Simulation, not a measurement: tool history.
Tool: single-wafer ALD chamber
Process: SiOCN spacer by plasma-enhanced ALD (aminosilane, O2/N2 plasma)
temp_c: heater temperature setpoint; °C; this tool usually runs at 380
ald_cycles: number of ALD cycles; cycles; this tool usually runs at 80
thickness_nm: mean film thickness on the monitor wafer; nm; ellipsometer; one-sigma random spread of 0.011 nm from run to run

run	hour	temp_c	ald_cycles	read-back reference wafer on the same gauge, thickness_nm	thickness_nm
1	0.0	388	91	4.628	4.880
2	104.5	388	91	4.630	4.891
3	162.9	384	80	4.629	4.287
4	222.9	380	80	4.630	4.306
5	278.0	380	80	4.629	4.287
6	346.0	380	80	4.631	4.322
7	416.9	390	80	4.629	4.282
8	506.5	390	80	4.632	4.307
9	595.7	380	80	4.629	4.302
10	703.0	380	80	4.629	4.305
11	746.9	380	80	4.632	4.295
12	794.8	380	80	4.630	4.292
13	877.7	380	80	4.630	4.314
14	967.0	380	80	4.631	4.290
15	1044.4	375	80	4.629	4.298
16	1112.8	375	80	4.628	4.295
17	1171.9	375	80	4.630	4.290
18	1264.5	385	80	4.629	4.321
19	1370.9	380	83	4.628	4.448
20	1442.5	380	80	4.629	4.296
21	1506.1	380	80	4.630	4.299
22	1604.9	384	85	4.629	4.561
23	1664.0	384	90	4.629	4.829
# hour 1688.3: gauge calibrated
24	1715.1	380	80	4.631	4.295
25	1812.2	394	80	4.631	4.303
26	1873.9	368	75	4.632	4.023
27	1970.6	368	72	4.628	3.858
28	2030.2	380	80	4.630	4.294
29	2135.1	395	66	4.627	3.540
30	2227.3	380	80	4.630	4.283
31	2264.9	389	71	4.631	3.818
32	2358.2	374	73	4.630	3.918
33	2458.1	380	80	4.631	4.294
# hour 2469.9: thermocouple changed; heater temperature recalibrated
34	2534.9	368	85	4.630	4.552
35	2600.0	395	91	4.631	4.867
36	2670.2	374	80	4.632	4.304
37	2759.8	380	80	4.633	4.278
38	2828.9	388	75	4.631	4.030
39	2881.6	380	80	4.629	4.287
40	2967.4	370	80	4.630	4.294
41	3037.4	389	95	4.629	5.117
42	3095.2	372	92	4.630	4.932

Exercise: give the hidden state of the tool at every run:
wafer temperature above the value expected at the setpoint (K): 0 on each run
gauge reads high (%): 0 on each run
